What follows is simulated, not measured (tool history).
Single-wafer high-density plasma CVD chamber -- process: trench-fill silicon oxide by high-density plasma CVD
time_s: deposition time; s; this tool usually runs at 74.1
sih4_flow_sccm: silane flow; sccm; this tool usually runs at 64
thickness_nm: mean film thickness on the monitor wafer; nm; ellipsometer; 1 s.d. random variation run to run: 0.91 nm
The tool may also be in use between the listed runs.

run    hour  time_s  sih4_flow_sccm  read-back reference wafer on the same gauge, thickness_nm  thickness_nm
  1       0    74.1              64                                                    371.865       436.955
  2    92.1    74.1              64                                                    371.963       438.241
  3   197.9    70.7              57                                                    372.034       371.409
  4     249    78.5              64                                                    371.966       464.155
      297.8  -- silane flow controller replaced
  5   298.3    74.1              64                                                    372.185       450.075
  6   351.4    74.1              64                                                    372.019       449.059
  7   407.9    79.3              61                                                    371.927       455.567
      436.6  -- gauge calibrated
  8   456.2    79.3              61                                                    371.937       457.153
  9   528.2    74.1              57                                                    372.074       397.231
 10   635.1    74.1              57                                                    372.035       396.064
 11   720.5    74.1              57                                                    372.064       395.056
 12   790.3    74.1              64                                                    371.778       444.538
 13   845.5    74.1              64                                                    372.103       442.775
 14   952.8    80.6              64                                                    371.717       481.005
 15  1034.9    80.6              64                                                    372.002       480.416
 16  1091.2    85.4              54                                                    371.944       430.414
 17  1137.2    63.2              71                                                    372.098       417.474
 18  1208.2    80.6              69                                                    371.899       516.417
 19  1299.6    74.1              64                                                    371.961       440.345

Expected results for the next run?
 20  1354.4    80.3              70                                                          ?             ?

Run 20 produced read-back reference wafer on the same gauge, thickness_nm 371.982, thickness_nm 522.724 nm.
Without the tool's hidden state the same run would have given thickness_nm 533.633 nm.
